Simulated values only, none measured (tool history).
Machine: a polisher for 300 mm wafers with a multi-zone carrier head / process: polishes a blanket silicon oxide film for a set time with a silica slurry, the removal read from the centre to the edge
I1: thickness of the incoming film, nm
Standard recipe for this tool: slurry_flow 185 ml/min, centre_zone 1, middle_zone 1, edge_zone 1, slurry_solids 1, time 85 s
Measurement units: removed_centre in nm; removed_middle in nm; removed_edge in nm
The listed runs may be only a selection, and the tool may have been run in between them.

Run 1, day 0: usual settings; I1 1569.5. Result: removed_centre 216.2 nm, removed_middle 223.5 nm, removed_edge 214.7 nm.
Run 2, day 0.279: usual settings; I1 1550.9. Result: removed_centre 218 nm, removed_middle 222.7 nm, removed_edge 215.3 nm.
At day 0.804: worn pad replaced by a new one.
Run 3, day 0.825: usual settings but slurry_solids 0.8; I1 1569.2. Result: removed_centre 182.8 nm, removed_middle 191.9 nm, removed_edge 183.3 nm.
Run 4, day 2.208: usual settings but slurry_solids 0.8; I1 1561.5. Result: removed_centre 184.6 nm, removed_middle 188.8 nm, removed_edge 179.5 nm.
Run 5, day 2.812: usual settings but slurry_solids 0.8; I1 1535.5. Result: removed_centre 182.8 nm, removed_middle 189.3 nm, removed_edge 182.8 nm.
At day 3.546: worn pad replaced by a new one.
Run 6, day 3.567: usual settings; I1 1563.1. Result: removed_centre 212.9 nm, removed_middle 221.5 nm, removed_edge 212.3 nm.
Run 7, day 3.967: usual settings; I1 1582.4. Result: removed_centre 216.6 nm, removed_middle 222.9 nm, removed_edge 212.8 nm.
Run 8, day 4.704: usual settings; I1 1576.2. Result: removed_centre 215.1 nm, removed_middle 220.8 nm, removed_edge 213.1 nm.
Run 9, day 5.279: usual settings; I1 1595.4. Result: removed_centre 213 nm, removed_middle 220.7 nm, removed_edge 212.3 nm.
Run 10, day 5.8: usual settings but centre_zone 1.05, middle_zone 0.9; I1 1552.6. Result: removed_centre 219.2 nm, removed_middle 201.3 nm, removed_edge 213.6 nm.
At day 6.129: worn pad replaced by a new one.
Run 11, day 6.204: usual settings; I1 1591.8. Result: removed_centre 209.4 nm, removed_middle 218.7 nm, removed_edge 211.7 nm.
At day 7.254: edge zone pressure recalibrated.
At day 7.604: centre zone pressure recalibrated.
Run 12, day 8.008: usual settings; I1 1583.3. Result: removed_centre 206.9 nm, removed_middle 212.3 nm, removed_edge 206.1 nm.
Run 13, day 8.358: usual settings but centre_zone 0.89, middle_zone 0.92, edge_zone 1.1; I1 1565.2. Result: removed_centre 182.6 nm, removed_middle 198.1 nm, removed_edge 221.8 nm.
At day 8.808: worn pad replaced by a new one.
At day 8.938: slurry nozzle cleaned.
Run 14, day 9.071: usual settings but slurry_flow 125 ml/min; I1 1563.3. Result: removed_centre 206.1 nm, removed_middle 212.5 nm, removed_edge 208.8 nm.
Run 15, day 9.458: usual settings; I1 1585.4. Result: removed_centre 216.7 nm, removed_middle 221.7 nm, removed_edge 214.7 nm.
At day 9.879: carrier head's membrane replaced by a new one.
Run 16, day 10.15: usual settings; I1 1566.4. Result: removed_centre 218 nm, removed_middle 226 nm, removed_edge 211.3 nm.
Run 17, day 10.712: usual settings but slurry_flow 205 ml/min; I1 1588.1. Result: removed_centre 223 nm, removed_middle 224.9 nm, removed_edge 213.3 nm.
Run 18, day 11.329: usual settings but centre_zone 0.95, edge_zone 0.95, slurry_solids 0.75; I1 1542.6. Result: removed_centre 167.2 nm, removed_middle 179.7 nm, removed_edge 168.8 nm.
At day 11.804: worn pad replaced by a new one.
Run 19, day 12.004: usual settings but slurry_flow 220 ml/min; I1 1535.5. Result: removed_centre 218.3 nm, removed_middle 229.9 nm, removed_edge 216 nm.
Run 20, day 12.55: usual settings but slurry_flow 165 ml/min; I1 1560.6. Result: removed_centre 216.7 nm, removed_middle 220 nm, removed_edge 212.6 nm.

Alternative continuations, all from the tool just after run 20; predict every row:
Run A, day 12.571: usual settings but centre_zone 0.93; I1 1562.6. Result: removed_centre ?, removed_middle ?, removed_edge ?.
Run B, day 12.571: usual settings but slurry_solids 0.9; I1 1562.6. Result: removed_centre ?, removed_middle ?, removed_edge ?.
Run C, day 12.571: usual settings but slurry_flow 210 ml/min, centre_zone 0.91, slurry_solids 0.8, time 108 s; I1 1562.6. Result: removed_centre ?, removed_middle ?, removed_edge ?.
Run D, day 12.571: usual settings but slurry_flow 170 ml/min, centre_zone 1.04, middle_zone 1.07, edge_zone 0.96; I1 1562.6. Result: removed_centre ?, removed_middle ?, removed_edge ?.
Run E, day 12.571: usual settings but middle_zone 0.94; I1 1562.6. Result: removed_centre ?, removed_middle ?, removed_edge ?.

run  removed_centre  removed_middle  removed_edge
  A           201.4           226.1         212.2
  B           202.1           210.8         197.9
  C           216.9           248.5         232.4
  D           223.1           237.1         206.5
  E           216.6           214.6         212.4
Without the tool's hidden state the same runs would have given:
run  removed_centre  removed_middle  removed_edge
  A           203.2             228         213.5
  B           203.9           212.5         199.1
  C           218.7           250.4         233.6
  D           225.3           239.1         207.8
  E           218.5           216.3         213.6

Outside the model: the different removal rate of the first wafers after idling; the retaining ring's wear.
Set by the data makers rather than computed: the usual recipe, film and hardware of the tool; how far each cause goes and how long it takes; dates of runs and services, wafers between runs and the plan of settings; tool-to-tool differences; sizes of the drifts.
